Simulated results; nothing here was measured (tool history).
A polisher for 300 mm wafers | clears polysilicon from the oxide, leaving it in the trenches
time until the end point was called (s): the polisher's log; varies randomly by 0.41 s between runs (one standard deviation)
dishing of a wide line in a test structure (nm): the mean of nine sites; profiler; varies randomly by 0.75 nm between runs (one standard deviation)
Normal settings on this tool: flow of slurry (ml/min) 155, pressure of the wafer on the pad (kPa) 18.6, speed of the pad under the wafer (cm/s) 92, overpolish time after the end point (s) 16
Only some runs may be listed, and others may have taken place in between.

run    hour  flow of slurry (ml/min)  pressure of the wafer on the pad (kPa)  speed of the pad under the wafer (cm/s)  overpolish time after the end point (s)  incoming thickness of the incoming film, nm  time until the end point was called (s)  dishing of a wide line in a test structure (nm)
  1       0                      155                                    18.6                                       92                                       16                                        325.1                                     28.4                                             53.9
  2    33.4                      155                                    18.6                                       92                                       16                                        324.1                                     27.6                                             52.4
       91.9  -- worn pad replaced by a new one
      100.2  -- slurry nozzle cleaned
  3   104.4                      155                                    18.6                                       92                                       16                                        321.1                                     29.6                                             55.4
  4   155.5                      155                                    18.6                                       92                                       16                                        325.4                                       31                                             52.8
  5   209.9                      155                                    18.6                                       92                                       16                                        324.8                                     31.2                                             52.9
  6   242.8                      155                                    18.6                                       92                                       16                                        319.4                                     30.6                                             54.3
  7   285.4                      155                                    18.6                                       92                                       16                                        320.4                                     30.7                                             54.2
      308.4  -- head pressure recalibrated
  8   349.8                      155                                    21.4                                       92                                       14                                        323.4                                     28.5                                             52.4
  9   409.2                      155                                    21.4                                       92                                       14                                        323.2                                     28.7                                             53.5
 10   442.2                      155                                    21.4                                       92                                       14                                        320.8                                       29                                             52.4
 11   507.2                      155                                    18.6                                      118                                       16                                        320.8                                     24.5                                             55.7
 12   550.6                      155                                    18.6                                       92                                       16                                        321.8                                     31.8                                             54.1
      579.4  -- worn pad replaced by a new one, repeated, since the last time left the tool worse
 13   597.9                      105                                    12.4                                       92                                       16                                        322.9                                     37.2                                             52.2
 14   664.6                      155                                    18.6                                       92                                       16                                        320.4                                     27.4                                             54.4
 15   729.5                      155                                    21.4                                       92                                       16                                        323.6                                     25.4                                             54.9
 16     763                      155                                    18.6                                       92                                       16                                        320.4                                     27.7                                             52.9
 17   791.1                      100                                    24.1                                      124                                       10                                        318.1                                       18                                             53.7
 18     830                      175                                    18.6                                       92                                       12                                          324                                     27.4                                               52
      842.7  -- slurry nozzle cleaned
 19   863.9                      170                                    21.4                                      118                                       25                                        323.2                                     19.9                                             55.8
 20   920.1                      170                                    18.6                                       92                                       25                                        320.5                                     28.5                                             54.8
 21   951.5                      155                                    18.6                                       92                                       16                                        313.4                                     27.4                                             54.9
      975.1  -- head pressure recalibrated
 22  1004.2                      155                                    18.6                                       92                                       16                                        321.9                                     27.9                                             53.7
     1030.9  -- worn pad replaced by a new one
 23  1064.4                      155                                    21.4                                       92                                       14                                        318.2                                     24.5                                             54.6
 24  1093.7                      105                                    15.9                                       70                                        6                                        318.3                                       41                                             32.3
 25  1165.3                      155                                    22.1                                       92                                       16                                        319.8                                     24.8                                             55.2
 26  1192.7                      155                                    18.6                                       92                                       16                                        320.4                                     27.8                                             54.1
 27  1220.6                      155                                    20.7                                       74                                        6                                          319                                     31.8                                             36.7
 28  1259.9                      155                                    18.6                                       92                                       16                                        316.9                                       27                                             54.7
 29  1299.4                      155                                    18.6                                       92                                       16                                        326.6                                     28.9                                             53.3
 30  1370.8                      155                                    18.6                                      110                                       16                                        324.7                                     24.3                                               56
 31  1397.1                      155                                    18.6                                       92                                       16                                        316.4                                     27.3                                             53.9
     1438.3  -- worn pad replaced by a new one
 32  1556.6                      170                                      20                                       74                                       16                                        322.4                                     32.6                                             53.7
     1597.4  -- head pressure recalibrated
 33  1618.7                      115                                    18.6                                       92                                       10                                        320.2                                     28.5                                             49.2
     1626.4  -- slurry nozzle cleaned
 34    1654                      155                                    18.6                                      108                                       16                                        321.1                                     23.9                                             56.2
 35    1678                      180                                    12.4                                       92                                       16                                          322                                     35.3                                               53

3 ways to go on from here, each from the tool as it stands after run 35. What would each give?
  A  1678.4                      155                                    13.8                                       92                                       16                                        319.8                                        ?                                                ?
  B  1678.4                      120                                    18.6                                       92                                       11                                        319.8                                        ?                                                ?
  C  1678.4                      155                                    18.6                                       82                                       16                                        319.8                                        ?                                                ?

run  time until the end point was called (s)  dishing of a wide line in a test structure (nm)
  A                                     34.9                                             52.2
  B                                     29.6                                             49.8
  C                                     32.2                                             52.9
With no hidden state in the tool, these same runs would have given:
run  time until the end point was called (s)  dishing of a wide line in a test structure (nm)
  A                                     33.3                                             52.6
  B                                     28.3                                             50.4
  C                                     30.8                                             53.3
